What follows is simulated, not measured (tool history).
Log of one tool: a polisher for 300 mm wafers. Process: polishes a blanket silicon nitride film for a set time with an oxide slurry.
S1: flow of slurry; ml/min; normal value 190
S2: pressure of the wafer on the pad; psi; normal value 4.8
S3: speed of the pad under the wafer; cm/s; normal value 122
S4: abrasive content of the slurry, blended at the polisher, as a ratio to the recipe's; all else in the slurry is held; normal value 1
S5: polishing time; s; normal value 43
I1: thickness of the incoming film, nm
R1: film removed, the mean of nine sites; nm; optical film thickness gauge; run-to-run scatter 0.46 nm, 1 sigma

run,day,S1,S2,S3,S4,S5,I1,R1
1,0,190,3.6,90,1,43,411.4,30.4
2,0.275,190,4.8,122,1,43,410.4,42.8
# day 0.9: worn pad replaced by a new one
3,0.929,165,4.8,122,1,43,403.9,42.1
# day 1.175: conditioning disc replaced and pad reconditioned
4,1.442,165,4.8,122,1,43,404.8,41.4
5,1.967,215,4.8,122,1,43,413.7,43.1
6,2.542,190,4.8,122,1,43,410.6,42.8
7,2.988,190,4.8,122,1,43,408.2,42.9
8,3.717,190,4.8,122,1,43,413.5,42.7
9,4.225,190,4.8,122,1,43,410.2,42.8
10,4.629,190,4.8,122,1,43,411.6,42.1
# day 4.775: slurry blender recalibrated
# day 5.117: worn pad replaced by a new one
11,5.138,190,4.3,122,1,33,408.9,30.9
# day 5.238: slurry nozzle cleaned
12,5.538,150,4.8,98,1.25,56,404.1,53.5
13,5.858,140,4.8,136,1,31,418.6,30.8
14,6.458,190,4.8,122,1,56,408.4,55.8
15,6.971,190,4.8,122,1,34,409.9,33.8
# day 8.404: conditioning disc replaced and pad reconditioned
# day 8.792: head pressure recalibrated
16,9.217,190,4.8,122,0.9,43,404.6,40.3
17,9.767,190,4.8,122,1,43,411.1,42.6
# day 10.1: worn pad replaced by a new one
18,10.196,190,5.6,122,0.75,36,410,32.7
19,10.771,140,3.8,80,1,43,412.8,28.3
20,11.129,190,4.8,122,1,43,406.4,42.4

Consider 3 possible next runs. They are alternatives, not a sequence: every one starts from the tool as it was left by run 20. What does each give?
A,11.146,190,4.8,122,1,43,410.9,?
B,11.146,190,4.8,154,1,37,410.9,?
C,11.146,230,4.8,122,1,43,410.9,?

run,R1
A,42.1
B,41.3
C,43.2
With no hidden state in the tool, these same runs would have given:
run,R1
A,42.1
B,41.3
C,43.2
